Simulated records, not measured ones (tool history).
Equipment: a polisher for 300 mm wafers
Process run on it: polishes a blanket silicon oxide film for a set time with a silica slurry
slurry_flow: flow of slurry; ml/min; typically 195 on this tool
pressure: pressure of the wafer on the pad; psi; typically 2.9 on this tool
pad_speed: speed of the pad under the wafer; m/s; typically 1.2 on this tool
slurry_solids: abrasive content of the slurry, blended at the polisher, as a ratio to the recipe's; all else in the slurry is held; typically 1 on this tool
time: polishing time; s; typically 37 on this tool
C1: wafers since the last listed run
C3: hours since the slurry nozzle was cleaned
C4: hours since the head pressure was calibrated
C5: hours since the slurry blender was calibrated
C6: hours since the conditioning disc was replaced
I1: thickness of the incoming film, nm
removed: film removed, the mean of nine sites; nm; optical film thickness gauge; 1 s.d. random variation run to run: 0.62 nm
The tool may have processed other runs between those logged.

run 1 hour=0 | slurry_flow=195 pressure=2.9 pad_speed=1.2 slurry_solids=1 time=37 | C1=0 wafers_polished_on_this_pad=183 C3=619.7 C4=36.4 C5=67 C6=33.8 | I1=1525.6 | removed=74.7
run 2 hour=32.4 | slurry_flow=195 pressure=2.9 pad_speed=1.2 slurry_solids=1 time=37 | C1=273 wafers_polished_on_this_pad=456 C3=652.1 C4=68.8 C5=99.4 C6=66.2 | I1=1554.1 | removed=73.7
run 3 hour=60.3 | slurry_flow=195 pressure=2.9 pad_speed=1.2 slurry_solids=1 time=37 | C1=235 wafers_polished_on_this_pad=691 C3=680 C4=96.7 C5=127.3 C6=94.1 | I1=1552.8 | removed=74.7
run 4 hour=85.2 | slurry_flow=195 pressure=3.4 pad_speed=1.2 slurry_solids=1 time=37 | C1=210 wafers_polished_on_this_pad=901 C3=704.9 C4=121.6 C5=152.2 C6=119 | I1=1529.5 | removed=84.1
run 5 hour=100.5 | slurry_flow=195 pressure=3.4 pad_speed=1.2 slurry_solids=1 time=37 | C1=129 wafers_polished_on_this_pad=1030 C3=720.2 C4=136.9 C5=167.5 C6=134.3 | I1=1545.3 | removed=83.3
-- hour=120.8 slurry blender recalibrated
-- hour=125.8 slurry nozzle cleaned
run 6 hour=131.3 | slurry_flow=195 pressure=3.4 pad_speed=1.2 slurry_solids=1 time=37 | C1=234 wafers_polished_on_this_pad=1265 C3=5.5 C4=167.7 C5=10.5 C6=165.1 | I1=1547.8 | removed=82.1
run 7 hour=161.2 | slurry_flow=195 pressure=2.9 pad_speed=1.2 slurry_solids=1 time=30 | C1=252 wafers_polished_on_this_pad=1517 C3=35.4 C4=197.6 C5=40.4 C6=195 | I1=1510.7 | removed=59.1
-- hour=168.8 worn pad replaced by a new one
run 8 hour=191.5 | slurry_flow=195 pressure=2.9 pad_speed=1.2 slurry_solids=1 time=37 | C1=221 wafers_polished_on_this_pad=191 C3=65.7 C4=227.9 C5=70.7 C6=225.3 | I1=1505.5 | removed=73
run 9 hour=219.7 | slurry_flow=195 pressure=2.9 pad_speed=1.2 slurry_solids=1 time=37 | C1=237 wafers_polished_on_this_pad=429 C3=93.9 C4=256.1 C5=98.9 C6=253.5 | I1=1527.9 | removed=71.5
-- hour=231.2 conditioning disc replaced and pad reconditioned
run 10 hour=250.7 | slurry_flow=240 pressure=2.9 pad_speed=1.38 slurry_solids=0.85 time=37 | C1=244 wafers_polished_on_this_pad=674 C3=124.9 C4=287.1 C5=129.9 C6=19.5 | I1=1538.6 | removed=75.6
run 11 hour=277.8 | slurry_flow=165 pressure=2.9 pad_speed=1.48 slurry_solids=1 time=46 | C1=228 wafers_polished_on_this_pad=902 C3=152 C4=314.2 C5=157 C6=46.6 | I1=1526.9 | removed=106
run 12 hour=294 | slurry_flow=195 pressure=2.9 pad_speed=1.2 slurry_solids=1 time=37 | C1=136 wafers_polished_on_this_pad=1039 C3=168.2 C4=330.4 C5=173.2 C6=62.8 | I1=1545.1 | removed=72.9
-- hour=302.5 slurry blender recalibrated
run 13 hour=317 | slurry_flow=195 pressure=2.2 pad_speed=1.2 slurry_solids=1.2 time=48 | C1=177 wafers_polished_on_this_pad=1216 C3=191.2 C4=353.4 C5=14.5 C6=85.8 | I1=1535 | removed=86.1
run 14 hour=344.3 | slurry_flow=195 pressure=2.9 pad_speed=1.2 slurry_solids=1 time=37 | C1=230 wafers_polished_on_this_pad=1447 C3=218.5 C4=380.7 C5=41.8 C6=113.1 | I1=1534.1 | removed=73.5
run 15 hour=366 | slurry_flow=140 pressure=2.9 pad_speed=1.56 slurry_solids=1 time=46 | C1=183 wafers_polished_on_this_pad=1630 C3=240.2 C4=402.4 C5=63.5 C6=134.8 | I1=1546.6 | removed=105.3
-- hour=390.4 worn pad replaced by a new one
-- hour=395.3 head pressure recalibrated
run 16 hour=395.8 | slurry_flow=245 pressure=2.4 pad_speed=0.84 slurry_solids=1 time=37 | C1=200 wafers_polished_on_this_pad=28 C3=270 C4=0.5 C5=93.3 C6=164.6 | I1=1516.5 | removed=49.7
run 17 hour=429.5 | slurry_flow=195 pressure=2.9 pad_speed=1.32 slurry_solids=1.15 time=37 | C1=284 wafers_polished_on_this_pad=313 C3=303.7 C4=34.2 C5=127 C6=198.3 | I1=1545.8 | removed=85.4
run 18 hour=459.2 | slurry_flow=195 pressure=2.6 pad_speed=1.2 slurry_solids=1 time=37 | C1=250 wafers_polished_on_this_pad=563 C3=333.4 C4=63.9 C5=156.7 C6=228 | I1=1517.8 | removed=67
run 19 hour=477.3 | slurry_flow=195 pressure=2.2 pad_speed=1.02 slurry_solids=1 time=37 | C1=152 wafers_polished_on_this_pad=716 C3=351.5 C4=82 C5=174.8 C6=246.1 | I1=1527.2 | removed=52.1
-- hour=481.9 conditioning disc replaced and pad reconditioned
-- hour=496.2 slurry blender recalibrated
run 20 hour=510.5 | slurry_flow=195 pressure=2.9 pad_speed=1.2 slurry_solids=0.75 time=41 | C1=246 wafers_polished_on_this_pad=962 C3=384.7 C4=115.2 C5=14.3 C6=28.6 | I1=1544.7 | removed=66.4
run 21 hour=534.8 | slurry_flow=195 pressure=2.9 pad_speed=1.2 slurry_solids=1.15 time=37 | C1=205 wafers_polished_on_this_pad=1167 C3=409 C4=139.5 C5=38.6 C6=52.9 | I1=1524.4 | removed=81.3
run 22 hour=563.1 | slurry_flow=260 pressure=2.9 pad_speed=1.2 slurry_solids=1 time=37 | C1=238 wafers_polished_on_this_pad=1406 C3=437.3 C4=167.8 C5=66.9 C6=81.2 | I1=1527.9 | removed=76.1
-- hour=578.5 worn pad replaced by a new one
run 23 hour=579 | slurry_flow=195 pressure=2.9 pad_speed=1.2 slurry_solids=1 time=37 | C1=100 wafers_polished_on_this_pad=4 C3=453.2 C4=183.7 C5=82.8 C6=97.1 | I1=1545.7 | removed=73.9
run 24 hour=611.8 | slurry_flow=150 pressure=3.6 pad_speed=1.44 slurry_solids=1.15 time=37 | C1=276 wafers_polished_on_this_pad=281 C3=486 C4=216.5 C5=115.6 C6=129.9 | I1=1531.9 | removed=105
run 25 hour=627.2 | slurry_flow=155 pressure=2 pad_speed=1.2 slurry_solids=0.85 time=37 | C1=129 wafers_polished_on_this_pad=411 C3=501.4 C4=231.9 C5=131 C6=145.3 | I1=1554.2 | removed=48.7
run 26 hour=653.3 | slurry_flow=195 pressure=2.9 pad_speed=1.2 slurry_solids=1.1 time=37 | C1=220 wafers_polished_on_this_pad=631 C3=527.5 C4=258 C5=157.1 C6=171.4 | I1=1513 | removed=76.7

What would each run have given without the hidden state, its run-to-run variation left as it was?
Unlogged tool condition in this case: removal rate lost through wear of the pad, %; slurry flow missing at the pad, %; deviation of the head's pressure from its setpoint, %; abrasive missing from the slurry, %; time polished since the conditioner stopped cutting, s.
run=1 removed=75.3
run=2 removed=74.6
run=3 removed=76
run=4 removed=86.2
run=5 removed=85.6
run=6 removed=84.8
run=7 removed=61.2
run=8 removed=75.9
run=9 removed=74.7
run=10 removed=76.2
run=11 removed=107.6
run=12 removed=73.9
run=13 removed=87.4
run=14 removed=75.2
run=15 removed=108.9
run=16 removed=50.7
run=17 removed=89
run=18 removed=69.6
run=19 removed=53.8
run=20 removed=67
run=21 removed=82.4
run=22 removed=77.4
run=23 removed=75.5
run=24 removed=108.8
run=25 removed=49.8
run=26 removed=79.2
